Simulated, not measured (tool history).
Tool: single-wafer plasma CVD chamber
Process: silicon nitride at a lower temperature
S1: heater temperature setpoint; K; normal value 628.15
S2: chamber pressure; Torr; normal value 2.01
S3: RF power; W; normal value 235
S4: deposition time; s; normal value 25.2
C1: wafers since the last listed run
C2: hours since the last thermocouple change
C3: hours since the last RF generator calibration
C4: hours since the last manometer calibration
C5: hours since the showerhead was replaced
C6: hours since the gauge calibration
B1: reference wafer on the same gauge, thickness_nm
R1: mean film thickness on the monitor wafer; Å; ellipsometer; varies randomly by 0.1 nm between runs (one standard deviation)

Run 1, hour 0: usual settings; C1 0; C2 1197.2; C3 1087; C4 1332.5; C5 7382.1; C6 445.5; B1 25.583. Result: R1 272.77 Å.
Run 2, hour 9.6: usual settings but S4 28.6 s; C1 142; C2 1206.8; C3 1096.6; C4 1342.1; C5 7391.7; C6 455.1; B1 25.612. Result: R1 308.06 Å.
Run 3, hour 17: usual settings but S4 28.6 s; C1 109; C2 1214.2; C3 1104; C4 1349.5; C5 7399.1; C6 462.5; B1 25.588. Result: R1 307.09 Å.
Run 4, hour 30.1: usual settings but S2 1.74 Torr, S3 260 W; C1 193; C2 1227.3; C3 1117.1; C4 1362.6; C5 7412.2; C6 475.6; B1 25.612. Result: R1 278.83 Å.
Run 5, hour 36.9: usual settings but S2 1.74 Torr, S3 260 W; C1 100; C2 1234.1; C3 1123.9; C4 1369.4; C5 7419; C6 482.4; B1 25.592. Result: R1 277.12 Å.
Run 6, hour 45.5: usual settings but S2 1.74 Torr, S3 260 W; C1 127; C2 1242.7; C3 1132.5; C4 1378; C5 7427.6; C6 491; B1 25.589. Result: R1 277.48 Å.
Run 7, hour 52.3: usual settings; C1 100; C2 1249.5; C3 1139.3; C4 1384.8; C5 7434.4; C6 497.8; B1 25.589. Result: R1 273.02 Å.
Run 8, hour 68.2: usual settings; C1 235; C2 1265.4; C3 1155.2; C4 1400.7; C5 7450.3; C6 513.7; B1 25.576. Result: R1 271 Å.
Run 9, hour 81.6: usual settings; C1 198; C2 1278.8; C3 1168.6; C4 1414.1; C5 7463.7; C6 527.1; B1 25.579. Result: R1 271.17 Å.
Run 10, hour 93: usual settings; C1 168; C2 1290.2; C3 1180; C4 1425.5; C5 7475.1; C6 538.5; B1 25.563. Result: R1 269.69 Å.
At hour 97.7: gauge calibrated.
Run 11, hour 101.5: usual settings but S2 2.42 Torr; C1 125; C2 1298.7; C3 1188.5; C4 1434; C5 7483.6; C6 3.8; B1 25.606. Result: R1 282.73 Å.
Run 12, hour 110.3: usual settings but S1 636.15 K, S3 255 W, S4 21.5 s; C1 130; C2 1307.5; C3 1197.3; C4 1442.8; C5 7492.4; C6 12.6; B1 25.557. Result: R1 242.3 Å.
Run 13, hour 123.9: usual settings but S3 210 W; C1 201; C2 1321.1; C3 1210.9; C4 1456.4; C5 7506; C6 26.2; B1 25.541. Result: R1 247.09 Å.
At hour 133.7: RF generator calibrated.
Run 14, hour 136.8: usual settings but S2 2.15 Torr, S3 225 W; C1 72; C2 1334; C3 3.1; C4 1469.3; C5 7518.9; C6 39.1; B1 25.596. Result: R1 279.25 Å.
At hour 165.2: showerhead replaced.
Run 15, hour 174.5: usual settings but S1 613.15 K, S3 200 W, S4 29.3 s; C1 439; C2 1371.7; C3 40.8; C4 1507; C5 9.3; C6 76.8; B1 25.618. Result: R1 298.56 Å.
At hour 186.6: capacitance manometer re-zeroed and calibrated.
Run 16, hour 187.1: usual settings; C1 68; C2 1384.3; C3 53.4; C4 0.5; C5 21.9; C6 89.4; B1 25.637. Result: R1 283.49 Å.
Run 17, hour 190: usual settings; C1 42; C2 1387.2; C3 56.3; C4 3.4; C5 24.8; C6 92.3; B1 25.628. Result: R1 282.38 Å.
Run 18, hour 207.4: usual settings but S1 613.15 K, S2 2.45 Torr, S3 260 W; C1 257; C2 1404.6; C3 73.7; C4 20.8; C5 42.2; C6 109.7; B1 25.643. Result: R1 318.17 Å.
Run 19, hour 220.2: usual settings but S2 1.66 Torr; C1 189; C2 1417.4; C3 86.5; C4 33.6; C5 55; C6 122.5; B1 25.635. Result: R1 266.39 Å.

For run 20, what comes out?
Run 20, hour 232.3: usual settings but S2 1.7 Torr, S4 27.1 s; C1 178; C2 1429.5; C3 98.6; C4 45.7; C5 67.1; C6 134.6; B1 ?. Result: R1 ?.

Run 20 yielded B1 25.566, R1 290.26 Å.
Had the tool carried no hidden state, the very same run would have given R1 291.02 Å.
